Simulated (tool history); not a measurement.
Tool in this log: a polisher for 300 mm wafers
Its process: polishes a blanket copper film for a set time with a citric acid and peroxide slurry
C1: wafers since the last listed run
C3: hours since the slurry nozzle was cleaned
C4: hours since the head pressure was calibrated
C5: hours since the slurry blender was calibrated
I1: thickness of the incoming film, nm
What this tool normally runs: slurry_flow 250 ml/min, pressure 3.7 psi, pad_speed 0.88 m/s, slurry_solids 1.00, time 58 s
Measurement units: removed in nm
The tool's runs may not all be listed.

Run 1, day 0.000: usual settings but slurry_flow 305 ml/min; C1 0; wafers polished on this pad 1177; C3 377.0; C4 250.7; C5 233.3; I1 1137.2. Result: removed 124.8 nm.
At day 0.271: slurry blender recalibrated.
At day 0.671: head pressure recalibrated.
At day 2.696: worn pad replaced by a new one.
Run 2, day 2.717: usual settings but slurry_flow 305 ml/min; C1 356; wafers polished on this pad 3; C3 442.2; C4 49.1; C5 58.7; I1 1109.6. Result: removed 129.9 nm.
Run 3, day 5.438: usual settings but slurry_solids 1.05; C1 406; wafers polished on this pad 409; C3 507.5; C4 114.4; C5 124.0; I1 1113.3. Result: removed 133.6 nm.
Run 4, day 8.058: usual settings but slurry_solids 1.05; C1 391; wafers polished on this pad 801; C3 570.4; C4 177.3; C5 186.9; I1 1101.2. Result: removed 128.1 nm.
At day 8.233: slurry nozzle cleaned.
Run 5, day 10.517: usual settings but slurry_solids 1.05; C1 361; wafers polished on this pad 1162; C3 54.8; C4 236.3; C5 245.9; I1 1141.8. Result: removed 125.3 nm.
At day 10.792: slurry blender recalibrated.
Run 6, day 11.988: usual settings but time 44 s; C1 207; wafers polished on this pad 1370; C3 90.1; C4 271.6; C5 28.7; I1 1128.7. Result: removed 97.1 nm.
At day 12.279: worn pad replaced by a new one.
Run 7, day 13.358: usual settings but time 44 s; C1 179; wafers polished on this pad 160; C3 123.0; C4 304.5; C5 61.6; I1 1132.7. Result: removed 103.0 nm.
At day 13.533: head pressure recalibrated.
Run 8, day 15.342: usual settings; C1 283; wafers polished on this pad 444; C3 170.6; C4 43.4; C5 109.2; I1 1129.3. Result: removed 124.4 nm.
Run 9, day 18.079: usual settings; C1 409; wafers polished on this pad 854; C3 236.3; C4 109.1; C5 174.9; I1 1114.1. Result: removed 122.3 nm.
Run 10, day 20.783: usual settings; C1 404; wafers polished on this pad 1258; C3 301.2; C4 174.0; C5 239.8; I1 1121.9. Result: removed 118.9 nm.
Run 11, day 22.779: usual settings; C1 298; wafers polished on this pad 1556; C3 349.1; C4 221.9; C5 287.7; I1 1108.5. Result: removed 121.1 nm.
At day 23.125: slurry blender recalibrated.
At day 23.688: worn pad replaced by a new one.
Run 12, day 25.112: usual settings; C1 311; wafers polished on this pad 213; C3 405.1; C4 277.9; C5 47.7; I1 1115.1. Result: removed 132.9 nm.
At day 26.858: head pressure recalibrated.
Run 13, day 27.033: usual settings but slurry_flow 220 ml/min; C1 274; wafers polished on this pad 487; C3 451.2; C4 4.2; C5 93.8; I1 1110.1. Result: removed 120.4 nm.
At day 27.338: slurry nozzle cleaned.
Run 14, day 29.621: usual settings but slurry_flow 165 ml/min, time 42 s; C1 380; wafers polished on this pad 868; C3 54.8; C4 66.3; C5 155.9; I1 1129.5. Result: removed 85.7 nm.
Run 15, day 32.371: usual settings but slurry_flow 285 ml/min, pressure 4.9 psi, pad_speed 1.10 m/s, slurry_solids 0.75; C1 410; wafers polished on this pad 1279; C3 120.8; C4 132.3; C5 221.9; I1 1123.0. Result: removed 163.1 nm.
At day 34.317: slurry blender recalibrated.
At day 35.042: worn pad replaced by a new one.
Run 16, day 35.071: usual settings but slurry_flow 335 ml/min, slurry_solids 1.10; C1 366; wafers polished on this pad 4; C3 185.6; C4 197.1; C5 18.1; I1 1136.9. Result: removed 133.6 nm.
Run 17, day 37.946: usual settings; C1 429; wafers polished on this pad 433; C3 254.6; C4 266.1; C5 87.1; I1 1139.4. Result: removed 128.4 nm.
Run 18, day 39.758: usual settings but slurry_flow 295 ml/min, pad_speed 0.98 m/s, slurry_solids 1.15; C1 270; wafers polished on this pad 704; C3 298.1; C4 309.6; C5 130.6; I1 1123.0. Result: removed 145.0 nm.
At day 40.038: head pressure recalibrated.
Run 19, day 41.096: usual settings but slurry_flow 190 ml/min, pressure 3.1 psi, pad_speed 1.06 m/s; C1 187; wafers polished on this pad 892; C3 330.2; C4 25.4; C5 162.7; I1 1121.1. Result: removed 121.0 nm.
Run 20, day 42.783: usual settings but time 41 s; C1 252; wafers polished on this pad 1144; C3 370.7; C4 65.9; C5 203.2; I1 1108.1. Result: removed 87.8 nm.
At day 44.800: slurry blender recalibrated.
Run 21, day 44.821: usual settings but slurry_flow 335 ml/min, slurry_solids 1.10; C1 292; wafers polished on this pad 1436; C3 419.6; C4 114.8; C5 0.5; I1 1133.7. Result: removed 130.0 nm.
Run 22, day 46.962: usual settings but slurry_flow 190 ml/min, pressure 2.7 psi, slurry_solids 1.10; C1 320; wafers polished on this pad 1756; C3 471.0; C4 166.2; C5 51.9; I1 1130.0. Result: removed 96.0 nm.
At day 47.417: slurry nozzle cleaned.
At day 47.671: worn pad replaced by a new one.
Run 23, day 49.796: usual settings but slurry_flow 165 ml/min, time 42 s; C1 392; wafers polished on this pad 317; C3 57.1; C4 234.2; C5 119.9; I1 1102.3. Result: removed 92.6 nm.
At day 51.479: head pressure recalibrated.
Run 24, day 52.638: usual settings but pressure 2.9 psi, slurry_solids 1.15, time 75 s; C1 412; wafers polished on this pad 729; C3 125.3; C4 27.8; C5 188.1; I1 1135.8. Result: removed 139.5 nm.
Run 25, day 54.933: usual settings but pad_speed 0.68 m/s; C1 343; wafers polished on this pad 1072; C3 180.4; C4 82.9; C5 243.2; I1 1118.4. Result: removed 104.5 nm.
Run 26, day 56.338: usual settings but slurry_flow 210 ml/min, pressure 3.3 psi, pad_speed 0.66 m/s, slurry_solids 1.25; C1 209; wafers polished on this pad 1282; C3 214.1; C4 116.6; C5 276.9; I1 1104.3. Result: removed 100.5 nm.

Describe how what the log doesn't record of the tool's condition differs between the last listed run preceding each entry between runs and the first listed run following it.
From run 1 to run 2: slurry blender recalibrated (day 0.271); head pressure recalibrated (day 0.671); worn pad replaced by a new one (day 2.696)
  removal rate lost through wear of the pad, %: 4.74 -> 0.0426; deviation of the head's pressure from its setpoint, %: 5.97 -> 1.94
  measured value less the no-hidden-state value, removed: -0.8 -> +1.7 nm
From run 4 to run 5: slurry nozzle cleaned (day 8.233)
  removal rate lost through wear of the pad, %: 2.93 -> 4.26; deviation of the head's pressure from its setpoint, %: 5.5 -> 8.49
  measured value less the no-hidden-state value, removed: +1.2 -> +2.1 nm
From run 5 to run 6: slurry blender recalibrated (day 10.792)
  removal rate lost through wear of the pad, %: 4.26 -> 5.06; deviation of the head's pressure from its setpoint, %: 8.49 -> 10.7
  measured value less the no-hidden-state value, removed: +2.1 -> +2.2 nm
From run 6 to run 7: worn pad replaced by a new one (day 12.279)
  removal rate lost through wear of the pad, %: 5.06 -> 1.71; deviation of the head's pressure from its setpoint, %: 10.7 -> 13
  measured value less the no-hidden-state value, removed: +2.2 -> +7.3 nm
From run 7 to run 8: head pressure recalibrated (day 13.533)
  removal rate lost through wear of the pad, %: 1.71 -> 2.78; deviation of the head's pressure from its setpoint, %: 13 -> -0.585
  measured value less the no-hidden-state value, removed: +7.3 -> -4.1 nm
From run 11 to run 12: slurry blender recalibrated (day 23.125); worn pad replaced by a new one (day 23.688)
  removal rate lost through wear of the pad, %: 6.81 -> 1.88; deviation of the head's pressure from its setpoint, %: 5.22 -> 8.65
  measured value less the no-hidden-state value, removed: -4.1 -> +5.5 nm
From run 12 to run 13: head pressure recalibrated (day 26.858)
  removal rate lost through wear of the pad, %: 1.88 -> 2.92; deviation of the head's pressure from its setpoint, %: 8.65 -> -1.17
  measured value less the no-hidden-state value, removed: +5.5 -> -4.7 nm
From run 13 to run 14: slurry nozzle cleaned (day 27.338)
  removal rate lost through wear of the pad, %: 2.92 -> 4.32; deviation of the head's pressure from its setpoint, %: -1.17 -> -0.629
  measured value less the no-hidden-state value, removed: -4.7 -> -4.2 nm
From run 15 to run 16: slurry blender recalibrated (day 34.317); worn pad replaced by a new one (day 35.042)
  removal rate lost through wear of the pad, %: 5.8 -> 0.997; deviation of the head's pressure from its setpoint, %: 0.978 -> 3.59
  measured value less the no-hidden-state value, removed: -8.9 -> +2.1 nm
From run 18 to run 19: head pressure recalibrated (day 40.038)
  removal rate lost through wear of the pad, %: 3.53 -> 4.26; deviation of the head's pressure from its setpoint, %: 10.6 -> 1.33
  measured value less the no-hidden-state value, removed: +5.5 -> -4.2 nm
From run 20 to run 21: slurry blender recalibrated (day 44.800)
  removal rate lost through wear of the pad, %: 5.17 -> 6.27; deviation of the head's pressure from its setpoint, %: 1.78 -> 2.86
  measured value less the no-hidden-state value, removed: -3.6 -> -5.8 nm
From run 22 to run 23: slurry nozzle cleaned (day 47.417); worn pad replaced by a new one (day 47.671)
  removal rate lost through wear of the pad, %: 7.43 -> 1.49; deviation of the head's pressure from its setpoint, %: 4.63 -> 7.97
  measured value less the no-hidden-state value, removed: -4.3 -> +3.7 nm
From run 23 to run 24: head pressure recalibrated (day 51.479)
  removal rate lost through wear of the pad, %: 1.49 -> 3.03; deviation of the head's pressure from its setpoint, %: 7.97 -> 1.15
  measured value less the no-hidden-state value, removed: +3.7 -> -3.2 nm
